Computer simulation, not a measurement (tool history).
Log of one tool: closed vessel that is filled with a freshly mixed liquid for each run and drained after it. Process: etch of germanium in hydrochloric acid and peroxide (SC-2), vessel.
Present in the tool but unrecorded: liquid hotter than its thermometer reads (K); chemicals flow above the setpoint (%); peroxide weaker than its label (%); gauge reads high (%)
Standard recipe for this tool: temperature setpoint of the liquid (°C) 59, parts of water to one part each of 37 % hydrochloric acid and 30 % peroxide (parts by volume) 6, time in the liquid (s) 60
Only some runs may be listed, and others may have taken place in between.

run,hour,temperature setpoint of the liquid (°C),parts of water to one part each of 37 % hydrochloric acid and 30 % peroxide (parts by volume),time in the liquid (s),wafers since the last listed run,hours since the thermometer was replaced,hours since the chemicals flow meter was replaced,hours since the drum of peroxide was connected,hours since the gauge calibration,"read-back film thickness of the germanium reference wafer, read on the same gauge (nm)",thickness taken off the germanium on a monitor wafer (angstrom)
1,0,59,4,60,0,87.8,722.5,429.6,1730.8,109.98,3211.4
# hour 19.6: new drum of peroxide connected
2,72.7,59,4,60,9392,160.5,795.2,53.1,1803.5,110.02,3229.6
3,190,59,6,60,15365,277.8,912.5,170.4,1920.8,109.99,3197.3
4,254,59,6,60,8383,341.8,976.5,234.4,1984.8,109.98,3197.8
5,334.2,59,6,60,10505,422,1056.7,314.6,2065,109.99,3195.9
6,409.3,59,6,60,9837,497.1,1131.8,389.7,2140.1,109.99,3187.7
# hour 492: new drum of peroxide connected
7,493.7,59,6,60,10925,581.5,1216.2,1.7,2224.5,110,3212
# hour 532.5: chemicals flow meter replaced
8,579.7,59,6,70,11134,667.5,47.2,87.7,2310.5,109.99,3759.8
9,623.9,59,6,60,5790,711.7,91.4,131.9,2354.7,110.03,3216.4
10,721.1,59,6,60,12732,808.9,188.6,229.1,2451.9,110.02,3213
11,789.8,59,6,60,8999,877.6,257.3,297.8,2520.6,110.01,3220.2
12,867.7,59,6,35,10204,955.5,335.2,375.7,2598.5,110,1879.8
13,974.4,59,6,85,13977,1062.2,441.9,482.4,2705.2,110,4570.9
# hour 1021.7: new drum of peroxide connected
# hour 1022.9: gauge calibrated
14,1081.5,59,6,60,13898,1169.3,549,59.8,58.6,110.02,3253.3
15,1123.7,55,7,40,5528,1211.5,591.2,102,100.8,110,1902.1
16,1211.5,62.5,6,90,11501,1299.3,679,189.8,188.6,110.03,5421.4
17,1256.2,59,6,60,5855,1344,723.7,234.5,233.3,110.02,3245.1
18,1336,54.5,5,30,10453,1423.8,803.5,314.3,313.1,110,1427.3
19,1380.5,56.5,4.5,60,5829,1468.3,848,358.8,357.6,110,3048.6
20,1463.4,62.5,8,80,10859,1551.2,930.9,441.7,440.5,109.99,4696.5
# hour 1496.7: new drum of peroxide connected
# hour 1524.7: thermometer replaced
21,1545.6,51.5,6,60,10505,20.9,1013.1,48.9,522.7,109.96,2524.5
22,1582.6,53.5,8.5,45,4846,57.9,1050.1,85.9,559.7,109.97,1972.7
23,1619.1,59,6,75,4781,94.4,1086.6,122.4,596.2,109.98,3970.7
24,1664.6,55.5,8,60,5960,139.9,1132.1,167.9,641.7,110,2813.4
# hour 1703.1: chemicals flow meter replaced
25,1730.9,59,6,60,8554,206.2,27.8,234.2,708,109.98,3177.7

What will run 26 give?
26,1787.8,59,6,60,7453,263.1,84.7,291.1,764.9,?,?

{"run 26": {"read-back film thickness of the germanium reference wafer, read on the same gauge (nm)": 110.02, "thickness taken off the germanium on a monitor wafer (angstrom)": 3167.9}}
If the tool had no hidden condition, the same run with the same run-to-run variation would have returned thickness taken off the germanium on a monitor wafer (angstrom) 3164.

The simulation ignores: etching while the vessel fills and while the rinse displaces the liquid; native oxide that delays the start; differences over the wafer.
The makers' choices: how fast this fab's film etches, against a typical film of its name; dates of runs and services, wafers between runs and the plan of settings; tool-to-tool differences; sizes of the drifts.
